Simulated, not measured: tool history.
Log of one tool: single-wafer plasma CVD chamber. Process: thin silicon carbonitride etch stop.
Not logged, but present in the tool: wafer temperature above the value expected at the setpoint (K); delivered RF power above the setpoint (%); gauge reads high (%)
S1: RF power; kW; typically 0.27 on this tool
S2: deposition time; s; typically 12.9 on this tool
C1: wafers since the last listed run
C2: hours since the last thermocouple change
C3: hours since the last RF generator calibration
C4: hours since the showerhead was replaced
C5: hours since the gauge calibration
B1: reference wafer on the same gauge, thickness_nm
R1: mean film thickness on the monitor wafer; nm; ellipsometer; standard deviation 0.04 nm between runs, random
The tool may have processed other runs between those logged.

{"run": 1, "hour": 0.0, "S1": 0.27, "S2": 12.4, "C1": 0, "C2": 979.4, "C3": 213.5, "C4": 6421.6, "C5": 3022, "B1": 7.242, "R1": 8.068}
{"run": 2, "hour": 59.4, "S1": 0.27, "S2": 12.4, "C1": 1544, "C2": 1038.8, "C3": 272.9, "C4": 6481, "C5": 3081.4, "B1": 7.247, "R1": 8.096}
{"run": 3, "hour": 153.6, "S1": 0.27, "S2": 12.4, "C1": 2448, "C2": 1133, "C3": 367.1, "C4": 6575.2, "C5": 3175.6, "B1": 7.235, "R1": 8.064}
{"run": 4, "hour": 208.3, "S1": 0.27, "S2": 12.9, "C1": 1422, "C2": 1187.7, "C3": 421.8, "C4": 6629.9, "C5": 3230.3, "B1": 7.237, "R1": 8.357}
{"run": 5, "hour": 281.0, "S1": 0.27, "S2": 12.9, "C1": 1889, "C2": 1260.4, "C3": 494.5, "C4": 6702.6, "C5": 3303, "B1": 7.242, "R1": 8.27}
{"run": 6, "hour": 386.7, "S1": 0.29, "S2": 11.5, "C1": 2747, "C2": 1366.1, "C3": 600.2, "C4": 6808.3, "C5": 3408.7, "B1": 7.249, "R1": 7.568}
{"hour": 448.9, "done": "showerhead replaced"}
{"run": 7, "hour": 451.3, "S1": 0.29, "S2": 11.5, "C1": 1471, "C2": 1430.7, "C3": 664.8, "C4": 2.4, "C5": 3473.3, "B1": 7.252, "R1": 7.551}
{"run": 8, "hour": 541.8, "S1": 0.27, "S2": 12.9, "C1": 2352, "C2": 1521.2, "C3": 755.3, "C4": 92.9, "C5": 3563.8, "B1": 7.247, "R1": 8.269}
{"run": 9, "hour": 608.0, "S1": 0.27, "S2": 12.9, "C1": 1720, "C2": 1587.4, "C3": 821.5, "C4": 159.1, "C5": 3630, "B1": 7.231, "R1": 8.307}
{"run": 10, "hour": 703.7, "S1": 0.245, "S2": 11.9, "C1": 2487, "C2": 1683.1, "C3": 917.2, "C4": 254.8, "C5": 3725.7, "B1": 7.242, "R1": 7.468}
{"run": 11, "hour": 768.2, "S1": 0.32, "S2": 10.6, "C1": 1676, "C2": 1747.6, "C3": 981.7, "C4": 319.3, "C5": 3790.2, "B1": 7.233, "R1": 7.139}
{"hour": 815.9, "done": "gauge calibrated"}
{"run": 12, "hour": 831.8, "S1": 0.27, "S2": 12.9, "C1": 1653, "C2": 1811.2, "C3": 1045.3, "C4": 382.9, "C5": 15.9, "B1": 7.242, "R1": 8.34}
{"run": 13, "hour": 915.3, "S1": 0.325, "S2": 15, "C1": 2170, "C2": 1894.7, "C3": 1128.8, "C4": 466.4, "C5": 99.4, "B1": 7.238, "R1": 10.121}
{"run": 14, "hour": 1141.1, "S1": 0.32, "S2": 11.5, "C1": 5870, "C2": 2120.5, "C3": 1354.6, "C4": 692.2, "C5": 325.2, "B1": 7.239, "R1": 7.751}
{"run": 15, "hour": 1221.9, "S1": 0.27, "S2": 12.9, "C1": 2100, "C2": 2201.3, "C3": 1435.4, "C4": 773, "C5": 406, "B1": 7.24, "R1": 8.319}
{"hour": 1233.9, "done": "RF generator calibrated"}
{"run": 16, "hour": 1272.0, "S1": 0.24, "S2": 14.9, "C1": 1094, "C2": 2251.4, "C3": 38.1, "C4": 823.1, "C5": 456.1, "B1": 7.241, "R1": 9.372}
{"run": 17, "hour": 1309.4, "S1": 0.23, "S2": 11.1, "C1": 972, "C2": 2288.8, "C3": 75.5, "C4": 860.5, "C5": 493.5, "B1": 7.243, "R1": 6.911}
{"run": 18, "hour": 1374.6, "S1": 0.27, "S2": 12.9, "C1": 1694, "C2": 2354, "C3": 140.7, "C4": 925.7, "C5": 558.7, "B1": 7.233, "R1": 8.382}
{"run": 19, "hour": 1430.9, "S1": 0.27, "S2": 10.9, "C1": 1463, "C2": 2410.3, "C3": 197, "C4": 982, "C5": 615, "B1": 7.241, "R1": 7.112}
{"run": 20, "hour": 1472.5, "S1": 0.27, "S2": 15, "C1": 1081, "C2": 2451.9, "C3": 238.6, "C4": 1023.6, "C5": 656.6, "B1": 7.232, "R1": 9.787}
{"run": 21, "hour": 1543.1, "S1": 0.245, "S2": 15.3, "C1": 1835, "C2": 2522.5, "C3": 309.2, "C4": 1094.2, "C5": 727.2, "B1": 7.248, "R1": 9.613}
{"hour": 1556.0, "done": "thermocouple changed; heater temperature recalibrated"}
{"run": 22, "hour": 1613.5, "S1": 0.295, "S2": 12, "C1": 1622, "C2": 57.5, "C3": 379.6, "C4": 1164.6, "C5": 797.6, "B1": 7.243, "R1": 7.977}
{"run": 23, "hour": 1654.0, "S1": 0.315, "S2": 14.1, "C1": 1052, "C2": 98, "C3": 420.1, "C4": 1205.1, "C5": 838.1, "B1": 7.235, "R1": 9.512}
{"run": 24, "hour": 1755.9, "S1": 0.22, "S2": 10.4, "C1": 2649, "C2": 199.9, "C3": 522, "C4": 1307, "C5": 940, "B1": 7.237, "R1": 6.354}
{"run": 25, "hour": 1979.6, "S1": 0.27, "S2": 11.8, "C1": 5815, "C2": 423.6, "C3": 745.7, "C4": 1530.7, "C5": 1163.7, "B1": 7.24, "R1": 7.624}
{"run": 26, "hour": 2081.0, "S1": 0.3, "S2": 14.7, "C1": 2636, "C2": 525, "C3": 847.1, "C4": 1632.1, "C5": 1265.1, "B1": 7.24, "R1": 9.669}
{"run": 27, "hour": 2399.9, "S1": 0.27, "S2": 12.9, "C1": 8290, "C2": 843.9, "C3": 1166, "C4": 1951, "C5": 1584, "B1": 7.241, "R1": 8.315}
{"run": 28, "hour": 2498.5, "S1": 0.32, "S2": 13.6, "C1": 2563, "C2": 942.5, "C3": 1264.6, "C4": 2049.6, "C5": 1682.6, "B1": 7.24, "R1": 9.232}
{"run": 29, "hour": 2568.5, "S1": 0.325, "S2": 12.9, "C1": 1819, "C2": 1012.5, "C3": 1334.6, "C4": 2119.6, "C5": 1752.6, "B1": 7.236, "R1": 8.791}
{"run": 30, "hour": 2622.1, "S1": 0.23, "S2": 12.9, "C1": 1393, "C2": 1066.1, "C3": 1388.2, "C4": 2173.2, "C5": 1806.2, "B1": 7.242, "R1": 7.968}
{"run": 31, "hour": 2720.8, "S1": 0.32, "S2": 12.9, "C1": 2565, "C2": 1164.8, "C3": 1486.9, "C4": 2271.9, "C5": 1904.9, "B1": 7.232, "R1": 8.651}
{"run": 32, "hour": 2788.4, "S1": 0.27, "S2": 12.9, "C1": 1757, "C2": 1232.4, "C3": 1554.5, "C4": 2339.5, "C5": 1972.5, "B1": 7.234, "R1": 8.305}
{"run": 33, "hour": 2892.7, "S1": 0.27, "S2": 12.9, "C1": 2711, "C2": 1336.7, "C3": 1658.8, "C4": 2443.8, "C5": 2076.8, "B1": 7.243, "R1": 8.253}
{"hour": 2979.4, "done": "RF generator calibrated"}
{"run": 34, "hour": 2988.4, "S1": 0.27, "S2": 12.9, "C1": 2279, "C2": 1432.4, "C3": 9, "C4": 2539.5, "C5": 2172.5, "B1": 7.24, "R1": 8.449}

The tool's hidden state at each run:
wafer temperature above the value expected at the setpoint (K): 0 across all the runs
gauge reads high (%): 0 across all the runs
H1: delivered RF power above the setpoint (%)
run=1 H1=-3.08
run=2 H1=-3.68
run=3 H1=-4.5
run=4 H1=-4.91
run=5 H1=-5.4
run=6 H1=-6
run=7 H1=-6.31
run=8 H1=-6.69
run=9 H1=-6.92
run=10 H1=-7.22
run=11 H1=-7.39
run=12 H1=-7.53
run=13 H1=-7.7
run=14 H1=-8.04
run=15 H1=-8.13
run=16 H1=-0.895
run=17 H1=-1.43
run=18 H1=-2.29
run=19 H1=-2.94
run=20 H1=-3.38
run=21 H1=-4.06
run=22 H1=-4.64
run=23 H1=-4.95
run=24 H1=-5.61
run=25 H1=-6.69
run=26 H1=-7.05
run=27 H1=-7.81
run=28 H1=-7.97
run=29 H1=-8.06
run=30 H1=-8.13
run=31 H1=-8.23
run=32 H1=-8.29
run=33 H1=-8.37
run=34 H1=-1.12
